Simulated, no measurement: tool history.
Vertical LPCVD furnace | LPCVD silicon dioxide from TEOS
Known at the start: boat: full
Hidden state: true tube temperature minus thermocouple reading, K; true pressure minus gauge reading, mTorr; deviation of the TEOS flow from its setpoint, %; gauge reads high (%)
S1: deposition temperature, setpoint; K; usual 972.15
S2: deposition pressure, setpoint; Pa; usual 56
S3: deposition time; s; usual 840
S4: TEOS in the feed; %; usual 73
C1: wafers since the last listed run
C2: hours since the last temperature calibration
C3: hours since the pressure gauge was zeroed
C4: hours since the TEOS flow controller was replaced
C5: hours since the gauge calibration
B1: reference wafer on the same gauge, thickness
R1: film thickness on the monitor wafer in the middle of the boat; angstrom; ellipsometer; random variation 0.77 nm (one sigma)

run   hour      S1    S2    S3  S4   C1      C2      C3      C4     C5      B1      R1
  1      0  972.15    56   840  73    0  2912.8  2203.1  5290.1  606.3  141.12  1315.6
  2   31.2  972.15    56   840  73  263    2944  2234.3  5321.3  637.5  141.61  1317.5
  3   58.1  972.15    56   840  73  227  2970.9  2261.2  5348.2  664.4  141.68  1322.5
  4   85.1  972.15    56   840  73  228  2997.9  2288.2  5375.2  691.4  141.84  1334.3
  5  119.8  975.15    56   840  73  293  3032.6  2322.9  5409.9  726.1  142.23  1433.5
  6  141.9  975.15    56   840  73  186  3054.7    2345    5432  748.2  142.57  1419.3
  7  174.8  972.15  53.3   840  73  278  3087.6  2377.9  5464.9  781.1  142.83    1302
  8  195.5  972.15  53.3   840  73  174  3108.3  2398.6  5485.6  801.8  142.96  1306.7
  9  215.4  972.15  53.3   840  73  168  3128.2  2418.5  5505.5  821.7  143.28  1291.5
 10  272.6  972.15    56   840  67  483  3185.4  2475.7  5562.7  878.9  143.96  1292.1
     308.7  -- thermocouples replaced and temperature profile calibrated
 11  309.2  972.15    56   840  67  106     0.5  2512.3  5599.3  915.5  144.35  1288.2
       311  -- gauge calibrated
 12    328  972.15    56   840  67  158    19.3  2531.1  5618.1     17  139.06  1234.1
 13  349.9  972.15    56   840  73  185    41.2    2553    5640   38.9  139.14    1295
     396.9  -- pressure gauge zeroed
 14  397.4  972.15    56   840  73  198    88.7     0.5  5687.5   86.4  139.09  1280.8
 15  407.4  976.15    56   840  73   84    98.7    10.5  5697.5   96.4  138.93  1433.7
 16  439.3  972.15    56   840  73  269   130.6    42.4  5729.4  128.3  139.04  1307.1
 17  451.7  961.15    56   930  86  104     143    54.8  5741.8  140.7  138.91  1201.9
 18  485.4  972.15    56   840  73  284   176.7    88.5  5775.5  174.4  139.39  1303.3
       512  -- TEOS flow controller replaced
 19  512.4  968.15    68  1110  84   25   203.7   115.5     0.4  201.4  139.33  1857.5
 20  541.4  979.15    56   840  67  245   232.7   144.5    29.4  230.4  139.26    1466
 21  561.2  975.15    56   840  79  167   252.5   164.3    49.2  250.2  139.33  1455.6
 22    581  967.15    68   600  86  167   272.3   184.1      69    270  139.33   981.7
 23  604.7  972.15    56   840  73  200     296   207.8    92.7  293.7  139.49  1299.5
 24  638.9  972.15    56   690  64  289   330.2     242   126.9  327.9  139.88  1006.8
 25  654.8  967.15    56   840  73  134   346.1   257.9   142.8  343.8  139.64  1161.8
 26  669.8  972.15  48.7  1080  73  126   361.1   272.9   157.8  358.8  139.74    1554
 27  682.5  972.15    56   840  73  107   373.8   285.6   170.5  371.5  139.83  1303.5
 28    698  972.15    56   840  73  131   389.3   301.1     186    387  139.78  1305.4

3 ways to go on from here, each from the tool as it stands after run 28. What would each give?
  A  702.8  972.15    56  840  73  40  394.1  305.9  190.8  391.8   ?   ?
  B  702.8  982.15  63.3  840  84  40  394.1  305.9  190.8  391.8   ?   ?
  C  702.8  972.15    56  840  82  40  394.1  305.9  190.8  391.8   ?   ?

run      B1      R1
  A  139.95    1315
  B  139.95  1889.4
  C  139.95  1393.7
Without the tool's hidden state the same runs would have given:
run      R1
  A  1305.6
  B  1875.9
  C  1383.8
